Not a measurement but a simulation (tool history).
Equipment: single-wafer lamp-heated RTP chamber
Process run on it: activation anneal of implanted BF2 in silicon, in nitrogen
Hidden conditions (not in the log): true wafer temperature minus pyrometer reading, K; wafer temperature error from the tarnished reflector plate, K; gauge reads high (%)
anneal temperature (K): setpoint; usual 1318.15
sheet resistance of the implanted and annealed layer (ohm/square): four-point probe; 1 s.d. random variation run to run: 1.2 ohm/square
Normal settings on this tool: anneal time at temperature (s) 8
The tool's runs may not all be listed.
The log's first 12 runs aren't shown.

run,hour,anneal temperature (K),anneal time at temperature (s),wafers since the last listed run,wafers since the last pyrometer calibration,wafers since the reflector plate was cleaned,hours since the gauge calibration,"read-back reference wafer on the same gauge, sheet resistance",sheet resistance of the implanted and annealed layer (ohm/square)
13,1004.1,1318.15,11,599,3873,3873,1605.4,917.78,784.47
# hour 1013.8: gauge calibrated
14,1092.5,1308.15,8,1459,5333,5333,78.7,930.79,802.17
15,1194.6,1308.15,8,1685,7018,7018,180.8,930.08,803.33
# hour 1232.8: pyrometer window cleaned and pyrometer calibrated
16,1298.2,1308.15,8,1577,1078,8596,284.4,930.11,800.39
17,1368,1318.15,8,1152,2231,9748,354.2,929.68,799.35
18,1416.5,1318.15,8,800,3031,10548,402.7,930.02,797.61
# hour 1464.7: reflector plate cleaned
19,1483.6,1318.15,8,975,4007,312,469.8,930,799.59
20,1589.8,1333.15,6,1752,5760,2065,576,928.27,801.42
21,1687.6,1338.15,11,1614,7374,3679,673.8,928.16,784.71
# hour 1735.8: pyrometer window cleaned and pyrometer calibrated
22,1744.5,1341.15,10,807,143,4486,730.7,927.79,786.55
23,1782.1,1318.15,8,620,764,5107,768.3,928.18,797.81
24,1867.9,1332.15,5,1416,2180,6523,854.1,927.6,799.77
25,1924.3,1318.15,8,930,3111,7454,910.5,926.71,795.9
26,1983,1303.15,8,968,4080,8423,969.2,926.36,799.27
27,2055.9,1298.15,5,1203,5283,9626,1042.1,925.84,804.78
28,2109.4,1305.15,5,883,6166,10509,1095.6,924.98,803.59
29,2150.5,1290.15,12,678,6845,11187,1136.7,925.5,795.51
# hour 2227.6: pyrometer window cleaned and pyrometer calibrated
30,2251.6,1344.15,12,1536,396,12724,1237.8,923.9,776.51
# hour 2294.1: reflector plate cleaned
31,2308.8,1318.15,8,812,1208,243,1295,922.71,794.61
32,2359.1,1294.15,12,830,2038,1073,1345.3,922.09,791.31

What will run 33 give?
33,2433.7,1345.15,5,1231,3269,2304,1419.9,?,?

{"run 33": {"read-back reference wafer on the same gauge, sheet resistance": 921.4, "sheet resistance of the implanted and annealed layer (ohm/square)": 790.72}}
If the tool had no hidden condition, the same run with the same run-to-run variation would have returned sheet resistance of the implanted and annealed layer (ohm/square) 797.95.

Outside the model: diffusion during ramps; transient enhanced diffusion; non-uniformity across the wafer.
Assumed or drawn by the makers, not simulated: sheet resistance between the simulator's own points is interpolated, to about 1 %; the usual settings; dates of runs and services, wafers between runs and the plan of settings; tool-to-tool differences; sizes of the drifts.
